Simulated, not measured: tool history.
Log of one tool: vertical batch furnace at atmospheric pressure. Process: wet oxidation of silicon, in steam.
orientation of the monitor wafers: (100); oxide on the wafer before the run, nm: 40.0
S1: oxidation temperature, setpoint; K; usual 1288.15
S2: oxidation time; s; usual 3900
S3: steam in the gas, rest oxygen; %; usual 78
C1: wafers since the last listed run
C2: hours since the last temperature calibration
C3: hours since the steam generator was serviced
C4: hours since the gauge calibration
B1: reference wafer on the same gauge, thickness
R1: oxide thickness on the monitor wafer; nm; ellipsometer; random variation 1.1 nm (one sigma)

run    hour       S1    S2  S3    C1      C2      C3      C4      B1      R1
  1     0.0  1296.15  3900  78     0   426.5  1080.3   566.9  433.03  432.90
  2    72.4  1288.15  3900  78   930   498.9  1152.7   639.3  433.12  412.31
  3   138.7  1288.15  3900  78   851   565.2  1219.0   705.6  433.07  414.80
  4   204.7  1288.15  3900  78   848   631.2  1285.0   771.6  433.10  413.10
  5   288.6  1288.15  3900  78  1078   715.1  1368.9   855.5  432.84  415.59
  6   345.3  1288.15  3900  78   728   771.8  1425.6   912.2  432.92  413.55
  7   431.5  1288.15  3900  78  1107   858.0  1511.8   998.4  432.68  416.01
  8   524.6  1288.15  3900  78  1196   951.1  1604.9  1091.5  433.04  417.77
  9   563.5  1288.15  3900  78   499   990.0  1643.8  1130.4  433.09  415.10
 10   599.9  1288.15  3900  78   467  1026.4  1680.2  1166.8  432.83  416.13
 11   667.0  1288.15  3900  78   862  1093.5  1747.3  1233.9  432.92  415.45
 12   737.6  1278.15  2940  72   907  1164.1  1817.9  1304.5  432.99  309.88
 13   787.5  1300.15  3900  78   641  1214.0  1867.8  1354.4  433.04  446.83
 14   844.9  1288.15  3900  78   737  1271.4  1925.2  1411.8  432.96  417.72
 15   888.4  1278.15  5100  85   558  1314.9  1968.7  1455.3  433.10  489.11
      897.4  -- gauge calibrated
 16   953.5  1300.15  3900  78   836  1380.0  2033.8    56.1  433.21  446.81
     1031.8  -- steam generator serviced
 17  1032.3  1280.15  2340  88   704  1458.8     0.5   134.9  433.27  308.74
     1097.1  -- thermocouples replaced and temperature profile calibrated
 18  1097.6  1281.15  5130  86   530     0.5    65.8   200.2  433.01  491.98
 19  1179.4  1270.15  3300  69  1051    82.3   147.6   282.0  433.23  299.79
 20  1250.5  1281.15  2010  70   913   153.4   218.7   353.1  433.28  237.68
 21  1428.5  1288.15  4920  78  2287   331.4   396.7   531.1  433.09  472.97
 22  1504.0  1288.15  3900  78   970   406.9   472.2   606.6  433.06  411.00

How the hidden state differs across the entries between the runs, from the last listed run before each to the first after it:
Between runs 15 and 16: gauge calibrated (hour 897.4)
  true tube temperature minus thermocouple reading, K: 4.4 -> 4.44
  measured less the result without the state, R1: +12.83 -> +11.12 nm
Between runs 16 and 17: steam generator serviced (hour 1031.8)
  true tube temperature minus thermocouple reading, K: 4.44 -> 4.48
  measured less the result without the state, R1: +11.12 -> +9.33 nm
Between runs 17 and 18: thermocouples replaced and temperature profile calibrated (hour 1097.1)
  true tube temperature minus thermocouple reading, K: 4.48 -> 0.0874
  measured less the result without the state, R1: +9.33 -> +0.26 nm
